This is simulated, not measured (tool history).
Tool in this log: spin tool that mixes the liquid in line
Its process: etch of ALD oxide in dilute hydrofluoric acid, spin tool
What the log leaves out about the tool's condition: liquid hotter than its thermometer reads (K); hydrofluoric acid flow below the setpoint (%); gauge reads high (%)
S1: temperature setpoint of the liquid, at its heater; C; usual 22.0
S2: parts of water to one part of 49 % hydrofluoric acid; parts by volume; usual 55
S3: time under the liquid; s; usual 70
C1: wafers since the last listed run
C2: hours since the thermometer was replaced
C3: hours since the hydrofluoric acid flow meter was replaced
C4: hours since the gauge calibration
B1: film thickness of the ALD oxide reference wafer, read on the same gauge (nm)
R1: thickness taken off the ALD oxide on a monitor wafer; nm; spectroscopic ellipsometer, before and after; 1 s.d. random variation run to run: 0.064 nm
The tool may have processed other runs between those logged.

| run | hour | S1 | S2 | S3 | C1 | C2 | C3 | C4 | B1 | R1 |
|---|---|---|---|---|---|---|---|---|---|---|
| 1 | 0.0 | 22.0 | 55 | 70 | 0 | 1122.1 | 4.6 | 651.0 | 140.00 | 12.92 |
| 2 | 66.5 | 22.0 | 55 | 70 | 532 | 1188.6 | 71.1 | 717.5 | 139.99 | 12.83 |
| 3 | 125.6 | 26.0 | 55 | 70 | 473 | 1247.7 | 130.2 | 776.6 | 140.01 | 15.08 |
| 4 | 155.9 | 26.0 | 55 | 70 | 242 | 1278.0 | 160.5 | 806.9 | 140.01 | 15.11 |
| 5 | 198.1 | 22.0 | 55 | 40 | 337 | 1320.2 | 202.7 | 849.1 | 140.00 | 7.34 |
| 6 | 269.1 | 22.0 | 55 | 40 | 568 | 1391.2 | 273.7 | 920.1 | 140.01 | 7.35 |
| 7 | 328.0 | 22.0 | 55 | 70 | 471 | 1450.1 | 332.6 | 979.0 | 140.00 | 12.91 |
| 8 | 371.5 | 22.0 | 55 | 70 | 348 | 1493.6 | 376.1 | 1022.5 | 140.02 | 12.90 |
| 9 | 400.8 | 22.0 | 55 | 70 | 234 | 1522.9 | 405.4 | 1051.8 | 140.01 | 12.79 |
| 10 | 429.6 | 22.0 | 55 | 70 | 230 | 1551.7 | 434.2 | 1080.6 | 140.01 | 12.85 |
| 11 | 463.0 | 22.0 | 55 | 70 | 267 | 1585.1 | 467.6 | 1114.0 | 140.01 | 12.99 |
| 12 | 501.7 | 23.0 | 55 | 70 | 309 | 1623.8 | 506.3 | 1152.7 | 140.00 | 13.30 |
| 13 | 534.6 | 22.0 | 45 | 70 | 263 | 1656.7 | 539.2 | 1185.6 | 140.02 | 15.85 |
| 14 | 580.2 | 22.0 | 45 | 70 | 365 | 1702.3 | 584.8 | 1231.2 | 140.00 | 16.01 |
| 15 | 637.8 | 22.0 | 40 | 70 | 461 | 1759.9 | 642.4 | 1288.8 | 140.01 | 18.04 |
| 16 | 678.6 | 22.0 | 40 | 70 | 326 | 1800.7 | 683.2 | 1329.6 | 140.00 | 18.13 |
| 17 | 727.9 | 25.0 | 55 | 70 | 394 | 1850.0 | 732.5 | 1378.9 | 140.02 | 14.51 |
| 18 | 789.6 | 26.5 | 35 | 90 | 494 | 1911.7 | 794.2 | 1440.6 | 140.00 | 32.54 |
|  | 831.3 | hydrofluoric acid flow meter replaced |
| 19 | 833.4 | 22.0 | 55 | 70 | 342 | 1955.5 | 2.1 | 1484.4 | 140.00 | 12.86 |
|  | 841.4 | thermometer replaced |
| 20 | 862.7 | 22.0 | 55 | 95 | 226 | 21.3 | 31.4 | 1513.7 | 140.00 | 17.52 |
|  | 882.6 | gauge calibrated |
| 21 | 931.0 | 22.0 | 55 | 70 | 546 | 89.6 | 99.7 | 48.4 | 140.00 | 12.89 |
| 22 | 987.2 | 22.0 | 35 | 90 | 450 | 145.8 | 155.9 | 104.6 | 139.99 | 26.49 |
| 23 | 1038.4 | 25.5 | 65 | 35 | 409 | 197.0 | 207.1 | 155.8 | 140.03 | 6.23 |
| 24 | 1067.7 | 22.0 | 85 | 70 | 234 | 226.3 | 236.4 | 185.1 | 139.99 | 8.03 |
| 25 | 1100.2 | 26.5 | 55 | 70 | 260 | 258.8 | 268.9 | 217.6 | 140.01 | 15.54 |

For run 26, what comes out?
| 26 | 1136.3 | 26.5 | 35 | 90 | 289 | 294.9 | 305.0 | 253.7 | ? | ? |

Run 26 gave B1 140.00, R1 32.05 nm.
Were there no unlogged condition in the tool, this run, its random variation unchanged, would have produced R1 32.05 nm.

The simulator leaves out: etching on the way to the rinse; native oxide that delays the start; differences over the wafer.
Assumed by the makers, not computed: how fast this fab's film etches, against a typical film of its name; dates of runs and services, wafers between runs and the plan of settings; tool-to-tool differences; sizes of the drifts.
